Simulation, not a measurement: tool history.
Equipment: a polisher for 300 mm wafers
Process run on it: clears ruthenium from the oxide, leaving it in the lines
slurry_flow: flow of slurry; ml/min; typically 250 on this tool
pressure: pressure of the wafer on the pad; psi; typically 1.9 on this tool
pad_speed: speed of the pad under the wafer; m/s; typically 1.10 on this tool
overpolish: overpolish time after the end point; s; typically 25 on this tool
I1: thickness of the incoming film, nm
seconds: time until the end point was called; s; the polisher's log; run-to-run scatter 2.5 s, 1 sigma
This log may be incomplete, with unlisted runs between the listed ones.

Run 1, hour 0.0: usual settings; I1 174.2. Result: seconds 141.7 s.
Run 2, hour 25.4: usual settings; I1 173.8. Result: seconds 137.0 s.
At hour 35.6: worn pad replaced by a new one.
Run 3, hour 52.5: usual settings; I1 173.0. Result: seconds 132.7 s.
Run 4, hour 86.0: usual settings but slurry_flow 290 ml/min, pressure 1.4 psi; I1 174.8. Result: seconds 173.3 s.
Run 5, hour 108.8: usual settings; I1 174.5. Result: seconds 144.3 s.
Run 6, hour 138.9: usual settings; I1 177.3. Result: seconds 142.4 s.
At hour 182.1: worn pad replaced by a new one.
Run 7, hour 194.9: usual settings; I1 173.5. Result: seconds 138.9 s.
Run 8, hour 220.6: usual settings but pad_speed 0.82 m/s; I1 176.0. Result: seconds 193.3 s.
Run 9, hour 236.0: usual settings; I1 174.3. Result: seconds 145.1 s.
Run 10, hour 251.3: usual settings; I1 176.2. Result: seconds 146.0 s.
Run 11, hour 264.1: usual settings; I1 173.0. Result: seconds 137.9 s.
Run 12, hour 281.7: usual settings but slurry_flow 300 ml/min, pad_speed 0.82 m/s; I1 177.2. Result: seconds 192.2 s.
Run 13, hour 312.4: usual settings but slurry_flow 300 ml/min, pad_speed 0.82 m/s; I1 176.4. Result: seconds 190.2 s.
At hour 328.0: worn pad replaced by a new one.
Run 14, hour 330.8: usual settings but slurry_flow 300 ml/min, pad_speed 0.82 m/s; I1 177.0. Result: seconds 191.3 s.
Run 15, hour 348.2: usual settings but overpolish 17 s; I1 174.4. Result: seconds 147.0 s.
Run 16, hour 376.4: usual settings but overpolish 17 s; I1 175.6. Result: seconds 146.7 s.
Run 17, hour 394.6: usual settings; I1 175.0. Result: seconds 144.3 s.
Run 18, hour 413.2: usual settings but overpolish 37 s; I1 174.4. Result: seconds 144.0 s.
Run 19, hour 427.6: usual settings but slurry_flow 335 ml/min, pressure 1.3 psi, overpolish 33 s; I1 173.8. Result: seconds 185.1 s.
Run 20, hour 440.9: usual settings but pad_speed 0.92 m/s, overpolish 37 s; I1 172.7. Result: seconds 173.7 s.
Run 21, hour 453.8: usual settings; I1 178.9. Result: seconds 152.4 s.
At hour 467.3: slurry nozzle cleaned.
At hour 486.5: worn pad replaced by a new one.
Run 22, hour 487.0: usual settings but overpolish 16 s; I1 172.0. Result: seconds 136.7 s.
At hour 493.4: head pressure recalibrated.
Run 23, hour 506.7: usual settings; I1 173.7. Result: seconds 141.1 s.
Run 24, hour 533.4: usual settings but slurry_flow 305 ml/min, pressure 2.4 psi, pad_speed 0.76 m/s, overpolish 18 s; I1 175.4. Result: seconds 159.4 s.
Run 25, hour 562.2: usual settings; I1 175.7. Result: seconds 141.8 s.
Run 26, hour 581.0: usual settings; I1 174.0. Result: seconds 139.1 s.
Run 27, hour 616.1: usual settings but slurry_flow 320 ml/min, pressure 2.1 psi, pad_speed 0.74 m/s, overpolish 13 s; I1 174.7. Result: seconds 183.7 s.
Run 28, hour 635.2: usual settings but slurry_flow 325 ml/min, pressure 2.2 psi; I1 175.8. Result: seconds 120.7 s.
At hour 663.6: worn pad replaced by a new one.
Run 29, hour 665.0: usual settings but pressure 1.4 psi; I1 174.7. Result: seconds 172.9 s.
Run 30, hour 700.8: usual settings but pressure 2.4 psi, overpolish 16 s; I1 177.4. Result: seconds 115.3 s.
Run 31, hour 719.7: usual settings but pad_speed 1.32 m/s, overpolish 29 s; I1 176.5. Result: seconds 114.6 s.
Run 32, hour 750.7: usual settings but pad_speed 1.42 m/s; I1 172.2. Result: seconds 106.0 s.
Run 33, hour 778.4: usual settings but overpolish 11 s; I1 176.8. Result: seconds 146.8 s.
Run 34, hour 791.3: usual settings but overpolish 11 s; I1 172.1. Result: seconds 138.7 s.

Branching from run 34: 3 alternative next runs. What would each branch give?
Run A, hour 791.8: usual settings but overpolish 14 s; I1 172.8. Result: seconds ?.
Run B, hour 791.8: usual settings but slurry_flow 175 ml/min; I1 172.8. Result: seconds ?.
Run C, hour 791.8: usual settings but slurry_flow 205 ml/min, overpolish 31 s; I1 172.8. Result: seconds ?.

run  seconds
  A    132.4
  B    140.4
  C    136.4
The same runs, with their run-to-run variation unchanged, on a tool lacking any hidden condition would have given:
run  seconds
  A    128.8
  B    135.1
  C    132.0
